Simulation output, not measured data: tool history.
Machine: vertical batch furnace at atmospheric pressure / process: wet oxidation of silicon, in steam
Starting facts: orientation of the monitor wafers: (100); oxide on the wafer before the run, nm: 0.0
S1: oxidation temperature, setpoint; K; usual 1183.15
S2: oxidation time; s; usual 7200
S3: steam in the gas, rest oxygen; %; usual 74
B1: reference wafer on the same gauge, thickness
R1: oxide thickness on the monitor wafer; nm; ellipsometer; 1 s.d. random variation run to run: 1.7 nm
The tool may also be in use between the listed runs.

run,hour,S1,S2,S3,B1,R1
1,0.0,1183.15,7200,74,339.59,313.84
2,75.3,1183.15,7200,74,339.75,314.54
3,170.4,1167.15,7200,74,340.09,258.27
4,255.2,1167.15,7200,74,339.72,256.52
# hour 315.7: gauge calibrated
5,355.1,1167.15,7200,74,339.86,253.68
6,396.7,1183.15,7200,74,339.80,310.12
7,458.7,1183.15,7200,74,340.24,311.07
8,521.5,1183.15,7200,74,339.71,309.83
9,617.7,1183.15,7200,74,339.97,311.88
# hour 833.7: steam generator serviced
10,860.0,1174.15,9660,74,339.68,368.73
# hour 972.7: thermocouples replaced and temperature profile calibrated
11,973.2,1183.15,9390,74,340.08,374.65
12,1017.4,1183.15,7200,74,339.98,304.69
13,1071.3,1183.15,7200,74,339.75,303.34
14,1124.9,1183.15,5160,68,340.30,212.29
15,1179.5,1183.15,9180,74,339.68,369.15
16,1276.6,1183.15,7200,74,339.85,304.95
17,1336.0,1183.15,7200,82,340.01,331.55
18,1560.7,1176.15,3690,66,339.92,139.89
# hour 1569.3: gauge calibrated
19,1637.1,1192.15,9060,83,339.43,441.51
20,1678.8,1183.15,7200,74,340.12,306.93
21,1982.5,1176.15,7200,66,339.56,254.64
22,2043.6,1183.15,8310,74,339.95,342.63
23,2147.2,1194.15,10620,63,340.08,409.84
# hour 2185.0: steam generator serviced
24,2200.0,1183.15,10140,83,340.10,447.88
25,2300.8,1183.15,7200,74,340.18,313.33
26,2346.7,1183.15,7200,66,340.04,286.25

What would each run have given without the hidden state, its run-to-run variation left as it was?
Unlogged tool condition in this case: true tube temperature minus thermocouple reading, K; steam share off its setpoint, % of the setpoint; gauge reads high (%).
run,R1
1,302.00
2,303.23
3,246.65
4,245.62
5,243.72
6,301.92
7,303.53
8,303.06
9,306.27
10,347.25
11,374.11
12,303.76
13,301.91
14,210.85
15,366.51
16,302.00
17,328.09
18,137.41
19,436.97
20,302.78
21,250.80
22,339.11
23,407.71
24,434.22
25,302.35
26,275.83
